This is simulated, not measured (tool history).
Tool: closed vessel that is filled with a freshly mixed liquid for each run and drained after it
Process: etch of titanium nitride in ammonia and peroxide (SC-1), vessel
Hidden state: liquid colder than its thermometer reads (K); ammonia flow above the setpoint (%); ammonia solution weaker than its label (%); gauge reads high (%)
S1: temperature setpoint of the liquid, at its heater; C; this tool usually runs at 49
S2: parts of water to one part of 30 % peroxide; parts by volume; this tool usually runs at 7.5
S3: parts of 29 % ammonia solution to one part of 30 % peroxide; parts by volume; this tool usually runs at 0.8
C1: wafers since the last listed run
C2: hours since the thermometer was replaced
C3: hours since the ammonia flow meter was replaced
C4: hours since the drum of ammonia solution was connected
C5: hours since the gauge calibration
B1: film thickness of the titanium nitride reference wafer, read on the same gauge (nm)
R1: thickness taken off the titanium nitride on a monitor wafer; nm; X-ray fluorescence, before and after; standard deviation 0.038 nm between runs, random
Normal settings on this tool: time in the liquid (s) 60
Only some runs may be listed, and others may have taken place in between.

{"run": 1, "hour": 0.0, "S1": 49, "S2": 9, "S3": 0.9, "time in the liquid (s)": 60, "C1": 0, "C2": 495.7, "C3": 2106, "C4": 591.7, "C5": 255.7, "B1": 29.99, "R1": 6.84}
{"run": 2, "hour": 13.3, "S1": 49, "S2": 9, "S3": 0.9, "time in the liquid (s)": 60, "C1": 1753, "C2": 509, "C3": 2119.3, "C4": 605, "C5": 269, "B1": 30, "R1": 6.85}
{"run": 3, "hour": 41.8, "S1": 49, "S2": 7.5, "S3": 0.8, "time in the liquid (s)": 60, "C1": 3757, "C2": 537.5, "C3": 2147.8, "C4": 633.5, "C5": 297.5, "B1": 29.99, "R1": 7.32}
{"run": 4, "hour": 66.5, "S1": 49, "S2": 7.5, "S3": 0.8, "time in the liquid (s)": 60, "C1": 3256, "C2": 562.2, "C3": 2172.5, "C4": 658.2, "C5": 322.2, "B1": 30, "R1": 7.34}
{"hour": 74.8, "done": "ammonia flow meter replaced"}
{"run": 5, "hour": 97.6, "S1": 49, "S2": 7.5, "S3": 0.8, "time in the liquid (s)": 60, "C1": 3968, "C2": 593.3, "C3": 22.8, "C4": 689.3, "C5": 353.3, "B1": 30.01, "R1": 7.29}
{"run": 6, "hour": 132.0, "S1": 49, "S2": 7.5, "S3": 0.8, "time in the liquid (s)": 60, "C1": 4535, "C2": 627.7, "C3": 57.2, "C4": 723.7, "C5": 387.7, "B1": 30.02, "R1": 7.25}
{"run": 7, "hour": 166.6, "S1": 49, "S2": 7.5, "S3": 0.8, "time in the liquid (s)": 60, "C1": 4561, "C2": 662.3, "C3": 91.8, "C4": 758.3, "C5": 422.3, "B1": 30, "R1": 7.25}
{"run": 8, "hour": 183.4, "S1": 49, "S2": 5, "S3": 0.7, "time in the liquid (s)": 90, "C1": 2214, "C2": 679.1, "C3": 108.6, "C4": 775.1, "C5": 439.1, "B1": 29.99, "R1": 12.9}
{"hour": 197.3, "done": "new drum of ammonia solution connected"}
{"run": 9, "hour": 200.7, "S1": 49, "S2": 7.5, "S3": 0.65, "time in the liquid (s)": 60, "C1": 2148, "C2": 696.4, "C3": 125.9, "C4": 3.4, "C5": 456.4, "B1": 30.04, "R1": 7.01}
{"run": 10, "hour": 226.8, "S1": 49, "S2": 7.5, "S3": 0.8, "time in the liquid (s)": 30, "C1": 3441, "C2": 722.5, "C3": 152, "C4": 29.5, "C5": 482.5, "B1": 29.98, "R1": 3.61}
{"run": 11, "hour": 242.3, "S1": 49, "S2": 7.5, "S3": 0.8, "time in the liquid (s)": 60, "C1": 2043, "C2": 738, "C3": 167.5, "C4": 45, "C5": 498, "B1": 30.01, "R1": 7.21}
{"run": 12, "hour": 268.7, "S1": 49, "S2": 9, "S3": 1.05, "time in the liquid (s)": 60, "C1": 3480, "C2": 764.4, "C3": 193.9, "C4": 71.4, "C5": 524.4, "B1": 30.01, "R1": 6.87}
{"run": 13, "hour": 280.8, "S1": 55.5, "S2": 9.5, "S3": 0.45, "time in the liquid (s)": 35, "C1": 1595, "C2": 776.5, "C3": 206, "C4": 83.5, "C5": 536.5, "B1": 30.01, "R1": 5.29}
{"run": 14, "hour": 307.9, "S1": 49, "S2": 7.5, "S3": 0.8, "time in the liquid (s)": 60, "C1": 3572, "C2": 803.6, "C3": 233.1, "C4": 110.6, "C5": 563.6, "B1": 29.98, "R1": 7.14}
{"run": 15, "hour": 343.4, "S1": 49, "S2": 7.5, "S3": 0.8, "time in the liquid (s)": 35, "C1": 4680, "C2": 839.1, "C3": 268.6, "C4": 146.1, "C5": 599.1, "B1": 29.98, "R1": 4.16}
{"hour": 347.5, "done": "gauge calibrated"}
{"run": 16, "hour": 358.9, "S1": 49, "S2": 7.5, "S3": 0.8, "time in the liquid (s)": 60, "C1": 2043, "C2": 854.6, "C3": 284.1, "C4": 161.6, "C5": 11.4, "B1": 29.99, "R1": 7.13}
{"run": 17, "hour": 377.7, "S1": 49, "S2": 10, "S3": 0.45, "time in the liquid (s)": 60, "C1": 2478, "C2": 873.4, "C3": 302.9, "C4": 180.4, "C5": 30.2, "B1": 30.01, "R1": 5.58}
{"hour": 406.6, "done": "thermometer replaced"}
{"run": 18, "hour": 427.1, "S1": 57.5, "S2": 9.5, "S3": 0.8, "time in the liquid (s)": 75, "C1": 6381, "C2": 20.5, "C3": 352.3, "C4": 229.8, "C5": 79.6, "B1": 30, "R1": 15.4}
{"run": 19, "hour": 452.7, "S1": 49, "S2": 5, "S3": 0.6, "time in the liquid (s)": 60, "C1": 3375, "C2": 46.1, "C3": 377.9, "C4": 255.4, "C5": 105.2, "B1": 29.99, "R1": 8.89}
{"run": 20, "hour": 477.4, "S1": 46.5, "S2": 5, "S3": 0.9, "time in the liquid (s)": 80, "C1": 3256, "C2": 70.8, "C3": 402.6, "C4": 280.1, "C5": 129.9, "B1": 30, "R1": 10.5}
{"run": 21, "hour": 497.2, "S1": 52.5, "S2": 5.5, "S3": 0.8, "time in the liquid (s)": 60, "C1": 2610, "C2": 90.6, "C3": 422.4, "C4": 299.9, "C5": 149.7, "B1": 29.99, "R1": 11.26}
{"run": 22, "hour": 529.9, "S1": 55.5, "S2": 5, "S3": 0.8, "time in the liquid (s)": 60, "C1": 4311, "C2": 123.3, "C3": 455.1, "C4": 332.6, "C5": 182.4, "B1": 29.96, "R1": 14.36}
{"run": 23, "hour": 544.1, "S1": 49, "S2": 7.5, "S3": 0.8, "time in the liquid (s)": 60, "C1": 1872, "C2": 137.5, "C3": 469.3, "C4": 346.8, "C5": 196.6, "B1": 30, "R1": 7.63}
{"run": 24, "hour": 573.6, "S1": 39.5, "S2": 7.5, "S3": 0.8, "time in the liquid (s)": 60, "C1": 3889, "C2": 167, "C3": 498.8, "C4": 376.3, "C5": 226.1, "B1": 30.01, "R1": 3.8}
{"run": 25, "hour": 593.0, "S1": 49, "S2": 7.5, "S3": 0.8, "time in the liquid (s)": 60, "C1": 2557, "C2": 186.4, "C3": 518.2, "C4": 395.7, "C5": 245.5, "B1": 30, "R1": 7.53}
{"run": 26, "hour": 614.9, "S1": 49, "S2": 7.5, "S3": 0.8, "time in the liquid (s)": 60, "C1": 2887, "C2": 208.3, "C3": 540.1, "C4": 417.6, "C5": 267.4, "B1": 29.97, "R1": 7.64}
{"run": 27, "hour": 636.2, "S1": 43.5, "S2": 7.5, "S3": 0.8, "time in the liquid (s)": 35, "C1": 2808, "C2": 229.6, "C3": 561.4, "C4": 438.9, "C5": 288.7, "B1": 30.02, "R1": 2.99}
{"run": 28, "hour": 653.0, "S1": 49, "S2": 5, "S3": 0.8, "time in the liquid (s)": 60, "C1": 2214, "C2": 246.4, "C3": 578.2, "C4": 455.7, "C5": 305.5, "B1": 29.99, "R1": 9.03}

Hidden state, per run?
ammonia flow above the setpoint (%): 0 across all the runs
ammonia solution weaker than its label (%): 0 across all the runs
gauge reads high (%): 0 across all the runs
H1: liquid colder than its thermometer reads (K)
run=1 H1=0.66
run=2 H1=0.675
run=3 H1=0.709
run=4 H1=0.739
run=5 H1=0.776
run=6 H1=0.816
run=7 H1=0.857
run=8 H1=0.877
run=9 H1=0.898
run=10 H1=0.929
run=11 H1=0.947
run=12 H1=0.979
run=13 H1=0.993
run=14 H1=1.03
run=15 H1=1.07
run=16 H1=1.09
run=17 H1=1.11
run=18 H1=0.0275
run=19 H1=0.0579
run=20 H1=0.0872
run=21 H1=0.111
run=22 H1=0.15
run=23 H1=0.166
run=24 H1=0.202
run=25 H1=0.225
run=26 H1=0.251
run=27 H1=0.276
run=28 H1=0.296
